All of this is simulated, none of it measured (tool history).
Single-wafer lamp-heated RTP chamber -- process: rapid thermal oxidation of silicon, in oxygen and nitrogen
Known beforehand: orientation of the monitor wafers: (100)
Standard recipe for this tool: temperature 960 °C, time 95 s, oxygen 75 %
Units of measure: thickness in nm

| run | hour | temperature | time | oxygen | read-back reference wafer on the same gauge, thickness | thickness |
|---|---|---|---|---|---|---|
| 1 | 0 | 945 | 95 | 75 | 5.783 | 5.14 |
| 2 | 34 | 945 | 95 | 75 | 5.772 | 5.175 |
| 3 | 65.4 | 945 | 95 | 75 | 5.776 | 5.189 |
| 4 | 128.2 | 960 | 95 | 75 | 5.781 | 5.789 |
|  | 180.2 | pyrometer window cleaned and pyrometer calibrated |
| 5 | 254.9 | 960 | 95 | 75 | 5.78 | 5.693 |
| 6 | 322.7 | 960 | 95 | 75 | 5.778 | 5.675 |
| 7 | 427.3 | 960 | 95 | 75 | 5.783 | 5.695 |
| 8 | 485.3 | 960 | 95 | 75 | 5.775 | 5.707 |
|  | 540.8 | gauge calibrated |
| 9 | 600.1 | 960 | 95 | 75 | 5.779 | 5.729 |
| 10 | 637.3 | 960 | 95 | 75 | 5.776 | 5.742 |
| 11 | 682.2 | 968 | 95 | 75 | 5.774 | 6.122 |
| 12 | 710.2 | 945 | 95 | 75 | 5.776 | 5.191 |
| 13 | 771.7 | 960 | 95 | 75 | 5.784 | 5.841 |
|  | 787.2 | oxygen flow controller replaced |
| 14 | 835.3 | 968 | 59 | 63 | 5.775 | 4.796 |
| 15 | 873.1 | 931 | 119 | 98 | 5.782 | 5.73 |
|  | 901 | pyrometer window cleaned and pyrometer calibrated |
| 16 | 929.6 | 960 | 95 | 75 | 5.773 | 5.677 |
| 17 | 993.8 | 933 | 138 | 90 | 5.773 | 5.768 |
| 18 | 1056.8 | 979 | 58 | 75 | 5.771 | 5.32 |
| 19 | 1116.3 | 974 | 95 | 75 | 5.778 | 6.342 |
| 20 | 1140.6 | 960 | 95 | 89 | 5.776 | 6.063 |
| 21 | 1205.1 | 948 | 95 | 75 | 5.779 | 5.216 |
| 22 | 1243.6 | 931 | 119 | 98 | 5.777 | 5.565 |

Here are 5 independent what-if runs from the current tool condition. What would each one return?
| A | 1244 | 960 | 95 | 75 | ? | ? |
| B | 1244 | 960 | 131 | 75 | ? | ? |
| C | 1244 | 960 | 129 | 75 | ? | ? |
| D | 1244 | 960 | 64 | 75 | ? | ? |
| E | 1244 | 983 | 95 | 75 | ? | ? |

| run | read-back reference wafer on the same gauge, thickness | thickness |
|---|---|---|
| A | 5.782 | 5.745 |
| B | 5.782 | 6.61 |
| C | 5.782 | 6.566 |
| D | 5.782 | 4.872 |
| E | 5.782 | 6.816 |
With no hidden state in the tool, these same runs would have given:
| run | thickness |
|---|---|
| A | 5.679 |
| B | 6.532 |
| C | 6.487 |
| D | 4.819 |
| E | 6.737 |
